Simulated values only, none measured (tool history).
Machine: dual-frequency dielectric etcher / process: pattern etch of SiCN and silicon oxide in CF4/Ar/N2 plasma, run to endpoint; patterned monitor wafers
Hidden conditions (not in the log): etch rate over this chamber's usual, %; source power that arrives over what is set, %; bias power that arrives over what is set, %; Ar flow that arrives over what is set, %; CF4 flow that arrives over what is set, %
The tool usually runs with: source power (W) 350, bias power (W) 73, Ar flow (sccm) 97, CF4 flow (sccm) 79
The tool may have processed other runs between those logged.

run,hour,source power (W),bias power (W),Ar flow (sccm),CF4 flow (sccm),wafers since the last listed run,hours since the last wet clean,hours since the last source power generator calibration,hours since the last bias power generator calibration,hours since the last Ar flow controller change,hours since the last CF4 flow controller change,hours since the last upper electrode change,"incoming incoming film thickness, nm",endpoint time (s)
1,0,370,73,85,79,0,23.5,1567,3027.4,1378.3,4092.4,2484.4,13.75,17.6
2,14,350,73,97,79,159,37.5,1581,3041.4,1392.3,4106.4,2498.4,13.64,18.8
3,39.2,350,73,97,79,287,62.7,1606.2,3066.6,1417.5,4131.6,2523.6,13.59,18.7
4,133.9,350,73,97,79,1081,157.4,1700.9,3161.3,1512.2,4226.3,2618.3,13.6,18.6
5,167.9,350,73,97,79,388,191.4,1734.9,3195.3,1546.2,4260.3,2652.3,13.9,18.8
6,197.8,350,73,97,79,341,221.3,1764.8,3225.2,1576.1,4290.2,2682.2,13.55,18.5
7,214.1,350,73,97,79,186,237.6,1781.1,3241.5,1592.4,4306.5,2698.5,13.62,18.5
8,247.7,350,73,97,79,383,271.2,1814.7,3275.1,1626,4340.1,2732.1,13.8,18.7
9,273.6,350,73,97,79,295,297.1,1840.6,3301,1651.9,4366,2758,13.57,18.4
10,290.9,350,73,97,79,197,314.4,1857.9,3318.3,1669.2,4383.3,2775.3,13.77,18.5
# hour 314.4: source power generator calibrated
11,318.7,350,73,97,79,271,342.2,4.3,3346.1,1697,4411.1,2803.1,13.7,19.2
# hour 353.2: wet clean of the chamber
12,353.7,350,73,97,70,125,0.5,39.3,3381.1,1732,4446.1,2838.1,13.74,20.2
13,361.4,270,73,97,79,87,8.2,47,3388.8,1739.7,4453.8,2845.8,13.67,25.5
14,395.2,350,86,109,79,386,42,80.8,3422.6,1773.5,4487.6,2879.6,13.78,19
15,415.8,350,73,97,79,235,62.6,101.4,3443.2,1794.1,4508.2,2900.2,13.75,19.6
16,442.6,400,73,97,79,306,89.4,128.2,3470,1820.9,4535,2927,13.5,16.6
# hour 458.4: bias power generator calibrated
17,471.7,390,89,119,79,286,118.5,157.3,13.3,1850,4564.1,2956.1,13.58,16.7
# hour 492.9: Ar flow controller replaced
18,495.4,350,73,116,79,202,142.2,181,37,2.5,4587.8,2979.8,13.64,19.4

Forecast run 19:
# hour 521.6: upper electrode replaced
19,529.7,350,89,76,64,117,176.5,215.3,71.3,36.8,4622.1,8.1,13.68,?

{"run 19": {"endpoint time (s)": 18.6}}
Without the tool's hidden state the same run would have given endpoint time (s) 19.
